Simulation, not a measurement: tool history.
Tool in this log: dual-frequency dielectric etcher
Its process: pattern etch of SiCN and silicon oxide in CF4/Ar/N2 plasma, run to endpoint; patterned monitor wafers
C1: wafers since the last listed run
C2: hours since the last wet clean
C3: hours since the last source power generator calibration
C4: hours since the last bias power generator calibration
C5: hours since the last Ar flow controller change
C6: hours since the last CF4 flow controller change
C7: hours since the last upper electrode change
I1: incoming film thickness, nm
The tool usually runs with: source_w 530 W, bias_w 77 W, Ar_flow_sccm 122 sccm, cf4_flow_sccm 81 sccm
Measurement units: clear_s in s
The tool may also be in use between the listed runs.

Run 1, hour 0: usual settings; C1 0; C2 0.5; C3 3995.9; C4 3838.9; C5 4480.1; C6 1572.9; C7 41.7; I1 12.34. Result: clear_s 12.5 s.
Run 2, hour 0.4: usual settings; C1 3; C2 0.9; C3 3996.3; C4 3839.3; C5 4480.5; C6 1573.3; C7 42.1; I1 12.29. Result: clear_s 12.4 s.
At hour 8.2: source power generator calibrated.
Run 3, hour 39.3: usual settings; C1 322; C2 39.8; C3 31.1; C4 3878.2; C5 4519.4; C6 1612.2; C7 81; I1 12.34. Result: clear_s 12.5 s.
Run 4, hour 52.1: usual settings but Ar_flow_sccm 133 sccm, cf4_flow_sccm 72 sccm; C1 118; C2 52.6; C3 43.9; C4 3891; C5 4532.2; C6 1625; C7 93.8; I1 12.33. Result: clear_s 12.8 s.
Run 5, hour 61.5: usual settings but source_w 480 W, cf4_flow_sccm 61 sccm; C1 86; C2 62; C3 53.3; C4 3900.4; C5 4541.6; C6 1634.4; C7 103.2; I1 12.27. Result: clear_s 14.2 s.
Run 6, hour 71.1: usual settings but Ar_flow_sccm 94 sccm; C1 88; C2 71.6; C3 62.9; C4 3910; C5 4551.2; C6 1644; C7 112.8; I1 12.39. Result: clear_s 11.9 s.
Run 7, hour 85.1: usual settings but bias_w 84 W; C1 129; C2 85.6; C3 76.9; C4 3924; C5 4565.2; C6 1658; C7 126.8; I1 12.28. Result: clear_s 12 s.
Run 8, hour 98.4: usual settings; C1 122; C2 98.9; C3 90.2; C4 3937.3; C5 4578.5; C6 1671.3; C7 140.1; I1 12.28. Result: clear_s 12.4 s.
At hour 105.1: bias power generator calibrated.
At hour 106.6: Ar flow controller replaced.
At hour 111.5: CF4 flow controller replaced.
Run 9, hour 112: usual settings but source_w 440 W, Ar_flow_sccm 150 sccm, cf4_flow_sccm 62 sccm; C1 29; C2 112.5; C3 103.8; C4 6.9; C5 5.4; C6 0.5; C7 153.7; I1 12.25. Result: clear_s 16 s.
Run 10, hour 115.4: usual settings but cf4_flow_sccm 65 sccm; C1 31; C2 115.9; C3 107.2; C4 10.3; C5 8.8; C6 3.9; C7 157.1; I1 12.33. Result: clear_s 12.7 s.
Run 11, hour 126.7: usual settings but source_w 480 W, bias_w 66 W, Ar_flow_sccm 132 sccm; C1 104; C2 127.2; C3 118.5; C4 21.6; C5 20.1; C6 15.2; C7 168.4; I1 12.39. Result: clear_s 14.5 s.
Run 12, hour 135.9: usual settings but cf4_flow_sccm 65 sccm; C1 85; C2 136.4; C3 127.7; C4 30.8; C5 29.3; C6 24.4; C7 177.6; I1 12.4. Result: clear_s 12.9 s.
Run 13, hour 147.4: usual settings; C1 106; C2 147.9; C3 139.2; C4 42.3; C5 40.8; C6 35.9; C7 189.1; I1 12.29. Result: clear_s 12.3 s.
Run 14, hour 164.2: usual settings but source_w 430 W, bias_w 96 W; C1 155; C2 164.7; C3 156; C4 59.1; C5 57.6; C6 52.7; C7 205.9; I1 12.31. Result: clear_s 14.1 s.
Run 15, hour 181.2: usual settings but bias_w 88 W; C1 157; C2 181.7; C3 173; C4 76.1; C5 74.6; C6 69.7; C7 222.9; I1 12.24. Result: clear_s 11.7 s.
Run 16, hour 198.2: usual settings but Ar_flow_sccm 100 sccm, cf4_flow_sccm 91 sccm; C1 157; C2 198.7; C3 190; C4 93.1; C5 91.6; C6 86.7; C7 239.9; I1 12.4. Result: clear_s 11.8 s.
Run 17, hour 209.3: usual settings but source_w 430 W, bias_w 95 W, Ar_flow_sccm 103 sccm; C1 102; C2 209.8; C3 201.1; C4 104.2; C5 102.7; C6 97.8; C7 251; I1 12.31. Result: clear_s 13.9 s.
Run 18, hour 215.5: usual settings; C1 57; C2 216; C3 207.3; C4 110.4; C5 108.9; C6 104; C7 257.2; I1 12.38. Result: clear_s 12.3 s.
Run 19, hour 232.3: usual settings but source_w 420 W, bias_w 89 W, cf4_flow_sccm 98 sccm; C1 155; C2 232.8; C3 224.1; C4 127.2; C5 125.7; C6 120.8; C7 274; I1 12.24. Result: clear_s 14.3 s.
Run 20, hour 248.5: usual settings but source_w 620 W; C1 149; C2 249; C3 240.3; C4 143.4; C5 141.9; C6 137; C7 290.2; I1 12.28. Result: clear_s 10.5 s.
Run 21, hour 262.7: usual settings but bias_w 83 W; C1 131; C2 263.2; C3 254.5; C4 157.6; C5 156.1; C6 151.2; C7 304.4; I1 12.29. Result: clear_s 11.9 s.
Run 22, hour 277.9: usual settings but Ar_flow_sccm 133 sccm, cf4_flow_sccm 72 sccm; C1 140; C2 278.4; C3 269.7; C4 172.8; C5 171.3; C6 166.4; C7 319.6; I1 12.25. Result: clear_s 12.6 s.
Run 23, hour 285.6: usual settings but source_w 600 W, bias_w 67 W; C1 71; C2 286.1; C3 277.4; C4 180.5; C5 179; C6 174.1; C7 327.3; I1 12.29. Result: clear_s 11.2 s.
Run 24, hour 293.3: usual settings but cf4_flow_sccm 72 sccm; C1 71; C2 293.8; C3 285.1; C4 188.2; C5 186.7; C6 181.8; C7 335; I1 12.35. Result: clear_s 12.4 s.
Run 25, hour 301.2: usual settings but bias_w 62 W; C1 73; C2 301.7; C3 293; C4 196.1; C5 194.6; C6 189.7; C7 342.9; I1 12.14. Result: clear_s 12.8 s.

What if the next run were any one of these 3? Each begins from the tool's condition after run 25:
Run A, hour 301.6: usual settings but cf4_flow_sccm 97 sccm; C1 3; C2 302.1; C3 293.4; C4 196.5; C5 195; C6 190.1; C7 343.3; I1 12.31. Result: clear_s ?.
Run B, hour 301.6: usual settings but source_w 450 W, bias_w 85 W, Ar_flow_sccm 144 sccm, cf4_flow_sccm 86 sccm; C1 3; C2 302.1; C3 293.4; C4 196.5; C5 195; C6 190.1; C7 343.3; I1 12.31. Result: clear_s ?.
Run C, hour 301.6: usual settings but source_w 580 W, cf4_flow_sccm 88 sccm; C1 3; C2 302.1; C3 293.4; C4 196.5; C5 195; C6 190.1; C7 343.3; I1 12.31. Result: clear_s ?.

run  clear_s
  A     11.8
  B     14.1
  C       11
Had the tool no hidden state, the same runs would have come out as:
run  clear_s
  A     12.1
  B     14.5
  C     11.2

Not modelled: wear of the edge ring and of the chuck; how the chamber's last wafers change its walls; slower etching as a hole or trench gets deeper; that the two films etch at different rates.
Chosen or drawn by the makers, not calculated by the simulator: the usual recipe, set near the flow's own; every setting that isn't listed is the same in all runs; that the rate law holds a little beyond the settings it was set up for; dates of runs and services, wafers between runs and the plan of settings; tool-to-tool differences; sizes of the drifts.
